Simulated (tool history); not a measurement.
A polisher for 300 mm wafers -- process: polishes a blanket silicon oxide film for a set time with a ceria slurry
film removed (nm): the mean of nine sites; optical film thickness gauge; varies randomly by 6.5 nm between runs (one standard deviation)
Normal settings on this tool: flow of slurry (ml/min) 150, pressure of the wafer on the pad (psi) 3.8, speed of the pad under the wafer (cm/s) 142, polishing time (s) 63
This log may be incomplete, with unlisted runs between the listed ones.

run	hour	flow of slurry (ml/min)	pressure of the wafer on the pad (psi)	speed of the pad under the wafer (cm/s)	polishing time (s)	wafers since the last listed run	wafers polished on this pad	hours since the slurry nozzle was cleaned	hours since the head pressure was calibrated	incoming thickness of the incoming film, nm	film removed (nm)
1	0	150	3.8	142	63	0	1098	265.3	742	1349.3	559.9
# hour 18.5: worn pad replaced by a new one
2	28.2	150	3.8	142	63	302	121	293.5	770.2	1355.1	569.5
3	44	150	3.8	142	63	197	319	309.3	786	1362.9	558.9
4	60.9	150	3.8	142	63	211	530	326.2	802.9	1377.2	551
# hour 116.7: worn pad replaced by a new one
5	155.7	150	3.8	142	63	1136	487	421	897.7	1372.9	548.5
6	167.9	150	3.8	142	63	152	640	433.2	909.9	1386.8	553.7
7	200.8	150	3.8	142	63	411	1052	466.1	942.8	1383.9	551.3
# hour 213.8: worn pad replaced by a new one
8	229.9	150	3.8	142	63	314	201	495.2	971.9	1376.3	542
9	261.9	150	3.8	142	63	400	602	527.2	1003.9	1382	546.2
10	279.7	170	5.1	142	63	222	825	545	1021.7	1367.5	747.9
11	307.1	150	2.7	124	72	343	1168	572.4	1049.1	1367.8	394.6
# hour 325.6: worn pad replaced by a new one
12	340.7	150	3.8	188	63	370	189	606	1082.7	1349.8	732.9
# hour 353.8: slurry nozzle cleaned
13	364.5	175	3.1	92	63	285	474	10.7	1106.5	1370.5	323.8
# hour 373.3: head pressure recalibrated
14	387.6	150	3.8	142	63	264	738	33.8	14.3	1355.1	584.9
15	399.7	195	3.8	92	63	151	890	45.9	26.4	1350.8	392.9
# hour 419: worn pad replaced by a new one
16	431	150	4.5	102	52	341	149	77.2	57.7	1361.6	407.2
17	465.7	150	4.6	142	50	434	584	111.9	92.4	1382.1	556.7
18	493	150	3.8	142	63	341	926	139.2	119.7	1400	577.7

What will run 19 give?
19	507.8	150	3.8	142	63	185	1111	154	134.5	1383.7	?

Run 19 came out at film removed (nm) 588.7.
With no hidden state in the tool, this same run would have given film removed (nm) 610.2.
